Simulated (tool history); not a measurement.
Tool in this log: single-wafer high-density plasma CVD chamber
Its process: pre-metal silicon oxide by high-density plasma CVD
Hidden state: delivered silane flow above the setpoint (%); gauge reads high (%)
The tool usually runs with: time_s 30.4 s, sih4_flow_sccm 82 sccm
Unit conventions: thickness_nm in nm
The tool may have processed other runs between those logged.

run	day	time_s	sih4_flow_sccm	wafers since the last listed run	hours since the silane flow controller was replaced	hours since the gauge calibration	read-back reference wafer on the same gauge, thickness_nm	thickness_nm
1	0.000	32.7	75	0	2785.6	848.6	258.009	241.947
2	2.946	29.1	94	2123	2856.3	919.3	257.841	253.282
# day 3.288: gauge calibrated
3	4.546	29.1	94	1153	2894.7	30.2	257.911	255.995
4	6.912	29.1	94	1706	2951.5	87.0	257.839	254.207
5	8.400	30.4	82	1072	2987.2	122.7	257.939	240.028
6	9.521	28.2	82	808	3014.1	149.6	257.902	223.704
7	12.508	28.2	82	2153	3085.8	221.3	257.949	222.999
8	15.133	30.4	82	1892	3148.8	284.3	257.710	239.232
9	16.829	30.4	82	1222	3189.5	325.0	258.130	239.323
10	19.171	30.4	82	1688	3245.7	381.2	258.117	238.654
11	26.758	30.4	82	5470	3427.8	563.3	258.049	238.207
12	28.167	30.4	82	1015	3461.6	597.1	258.058	239.120
13	30.700	30.4	87	1826	3522.4	657.9	257.902	250.453
14	33.583	30.4	87	2078	3591.6	727.1	257.730	249.276
15	34.692	30.4	82	799	3618.2	753.7	257.961	238.299
# day 40.062: silane flow controller replaced
16	40.083	30.4	82	3647	0.5	883.1	257.977	248.040
17	41.858	30.4	82	1279	43.1	925.7	258.114	250.805
18	43.621	30.4	82	1270	85.4	968.0	258.200	248.274
19	46.492	30.4	82	2069	154.3	1036.9	257.937	247.817
# day 47.242: gauge calibrated
20	47.642	36.0	98	829	181.9	9.6	257.972	338.358
21	50.042	30.4	82	1730	239.5	67.2	257.923	246.685
22	51.188	32.6	73	826	267.0	94.7	258.089	244.598
23	53.508	28.2	82	1673	322.7	150.4	257.766	228.363
24	56.021	30.4	96	1811	383.0	210.7	258.219	280.213

For run 25, what comes out?
25	58.979	30.4	82	2132	454.0	281.7	?	?

read-back reference wafer on the same gauge, thickness_nm: 257.986
thickness_nm: 248.276 nm
If the tool had no hidden condition, the same run with the same run-to-run variation would have returned thickness_nm 249.665 nm.
